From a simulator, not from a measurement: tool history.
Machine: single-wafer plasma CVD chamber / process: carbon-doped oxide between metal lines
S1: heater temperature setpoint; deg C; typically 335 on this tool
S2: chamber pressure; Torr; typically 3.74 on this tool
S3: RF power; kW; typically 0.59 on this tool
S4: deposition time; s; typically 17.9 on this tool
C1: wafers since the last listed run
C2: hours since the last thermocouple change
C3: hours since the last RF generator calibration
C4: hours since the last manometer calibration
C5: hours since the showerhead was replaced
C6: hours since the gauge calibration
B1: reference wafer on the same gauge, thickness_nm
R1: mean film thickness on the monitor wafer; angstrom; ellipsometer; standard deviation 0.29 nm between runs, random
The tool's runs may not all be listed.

run     day   S1    S2     S3    S4    C1      C2      C3      C4      C5     C6       B1       R1
  1       0  335  3.74   0.59  17.9     0  1388.7  2163.2  2217.7    3150  295.1  126.934  1048.68
  2   0.771  335  3.74   0.59  17.9   778  1407.2  2181.7  2236.2  3168.5  313.6  126.921   1050.9
  3   1.938  335  3.74   0.59  17.9  1177  1435.2  2209.7  2264.2  3196.5  341.6  126.971  1049.29
  4   2.558  335  3.74   0.59  17.9   626  1450.1  2224.6  2279.1  3211.4  356.5   126.85  1044.13
  5       4  335  3.74   0.59  20.4  1455  1484.7  2259.2  2313.7    3246  391.1  127.099  1187.54
  6   4.975  335  3.74   0.59  20.4   984  1508.1  2282.6  2337.1  3269.4  414.5  127.106  1192.69
  7   5.671  341  3.74   0.59  17.9   702  1524.8  2299.3  2353.8  3286.1  431.2  127.019  1023.97
  8   6.354  341  3.74   0.59  17.9   689  1541.2  2315.7  2370.2  3302.5  447.6  126.984  1020.68
  9     7.5  341  3.74   0.59  17.9  1156  1568.7  2343.2  2397.7    3330  475.1  126.974  1025.31
 10   9.217  335  3.74   0.59  17.9  1733  1609.9  2384.4  2438.9  3371.2  516.3  126.933  1045.34
      9.625  -- gauge calibrated
      9.912  -- RF generator calibrated
     10.042  -- showerhead replaced
 11  10.062  335  3.74   0.59  17.9   387  1630.2     3.6  2459.2     0.5   10.5  127.143  1014.31
 12  10.779  335  3.74   0.59  17.9   723  1647.4    20.8  2476.4    17.7   27.7  127.086  1014.93
 13  11.796  335  4.28   0.59  17.9  1026  1671.8    45.2  2500.8    42.1   52.1  126.912  1034.03
     13.196  -- thermocouple changed; heater temperature recalibrated
 14  13.217  322  4.53  0.545  17.9  1097     0.5    79.3  2534.9    76.2   86.2  126.838  1048.31
 15  14.396  335  3.05   0.59  17.9  1190    28.8   107.6  2563.2   104.5  114.5  127.068   992.38
     15.029  -- RF generator calibrated, repeated, since the last time left the tool worse
 16  15.846  344  3.74   0.59  16.4  1127    63.6    19.6    2598   139.3  149.3  126.975      952
 17  17.333  335  3.74   0.53  17.9  1501    99.3    55.3  2633.7     175    185  126.893  1007.75
     18.083  -- capacitance manometer re-zeroed and calibrated
 18  18.638  335  3.74   0.69  17.9   980   130.6    86.6    13.3   206.3  216.3  127.063  1162.18
 19  19.962  348  3.37   0.59  17.9  1337   162.4   118.4    45.1   238.1  248.1  127.085  1010.97
 20  20.762  335  3.06   0.59  17.9   807   181.6   137.6    64.3   257.3  267.3  127.046  1048.26
 21  21.633  325  3.74   0.68  17.9   879   202.5   158.5    85.2   278.2  288.2   126.96  1194.28
 22  22.192  325  3.74   0.68  17.9   563   215.9   171.9    98.6   291.6  301.6  126.898  1194.94
 23  22.933  335  2.82  0.635  16.3   748   233.7   189.7   116.4   309.4  319.4  126.999   988.93
 24  24.862  335  3.74   0.59  17.9  1947     280     236   162.7   355.7  365.7  127.102  1066.67
 25  25.617  335  2.82  0.635  16.3   761   298.1   254.1   180.8   373.8  383.8  127.087   988.07
 26  26.675  350  2.83   0.48  16.8  1068   323.5   279.5   206.2   399.2  409.2  126.966   833.99
 27  27.421  347  3.22   0.49    20   752   341.4   297.4   224.1   417.1  427.1   126.98  1022.02

Pick out some run-to-run changes in R1. Of each, how much would a tool without hidden state show as well, from the settings, what came in and chance, and how much is left for the hidden state and any gauge scatter not in both results compared?
The hidden state here: wafer temperature above the value expected at the setpoint (K); delivered RF power above the setpoint (%); true pressure above the setpoint (%); gauge reads high (%).
Run 10 -> 11: gauge calibrated, RF generator calibrated, showerhead replaced. R1 -31.03 angstrom: hidden state -29.54, all else -1.49.
Run 15 -> 16: S1 335 -> 344, S2 3.05 -> 3.74, S4 17.9 -> 16.4, RF generator calibrated, repeated, since the last time left the tool worse. R1 -40.38 angstrom: hidden state +53.16, all else -93.54.
Run 22 -> 23: S1 325 -> 335, S2 3.74 -> 2.82, S3 0.68 -> 0.635, S4 17.9 -> 16.3. R1 -206.01 angstrom: hidden state +1.08, all else -207.09.
Run 26 -> 27: S1 350 -> 347, S2 2.83 -> 3.22, S3 0.48 -> 0.49, S4 16.8 -> 20. R1 +188.03 angstrom: hidden state -1.21, all else +189.24.
